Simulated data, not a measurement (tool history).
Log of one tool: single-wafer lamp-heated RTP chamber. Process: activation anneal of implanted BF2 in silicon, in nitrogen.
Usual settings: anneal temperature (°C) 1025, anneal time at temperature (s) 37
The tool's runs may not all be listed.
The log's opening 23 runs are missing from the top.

run      day  anneal temperature (°C)  anneal time at temperature (s)  read-back reference wafer on the same gauge, sheet resistance  sheet resistance of the implanted and annealed layer (ohm/square)
 24   87.912                     1010                              44                                                         743.43                                                             855.01
 25   91.546                     1025                              57                                                         744.17                                                             822.45
 26   94.362                     1034                              22                                                         743.69                                                              859.1
 27   96.529                     1015                              16                                                         744.02                                                             891.13
 28  100.721                     1025                              37                                                         744.03                                                             849.82
 29  104.529                     1011                              51                                                         744.34                                                             849.13
 30  106.821                     1025                              37                                                         744.25                                                             843.13
     108.188  -- pyrometer window cleaned and pyrometer calibrated
 31  109.496                     1003                              18                                                         744.47                                                             899.19
 32  112.954                     1017                              19                                                         744.31                                                             879.08
 33  115.267                     1025                              55                                                         743.56                                                             822.05
 34  118.767                     1037                              45                                                         743.75                                                              821.9
     119.104  -- reflector plate cleaned
 35  122.233                     1025                              21                                                         743.72                                                             871.36
 36  125.383                     1025                              37                                                         744.05                                                             846.52

Each row is a separate what-if for the run after 36, all from the same tool condition, not one after another. Results?
  A  125.4                     1025                              37                                                              ?                                                                  ?
  B  125.4                     1005                              52                                                              ?                                                                  ?
  C  125.4                     1004                              31                                                              ?                                                                  ?
  D  125.4                     1038                              37                                                              ?                                                                  ?

run  read-back reference wafer on the same gauge, sheet resistance  sheet resistance of the implanted and annealed layer (ohm/square)
  A                                                         744.27                                                             846.91
  B                                                         744.27                                                             853.76
  C                                                         744.27                                                             878.29
  D                                                         744.27                                                             831.47
Had the tool no hidden state, the same runs would have come out as:
run  sheet resistance of the implanted and annealed layer (ohm/square)
  A                                                             846.91
  B                                                             853.76
  C                                                             878.29
  D                                                             831.47
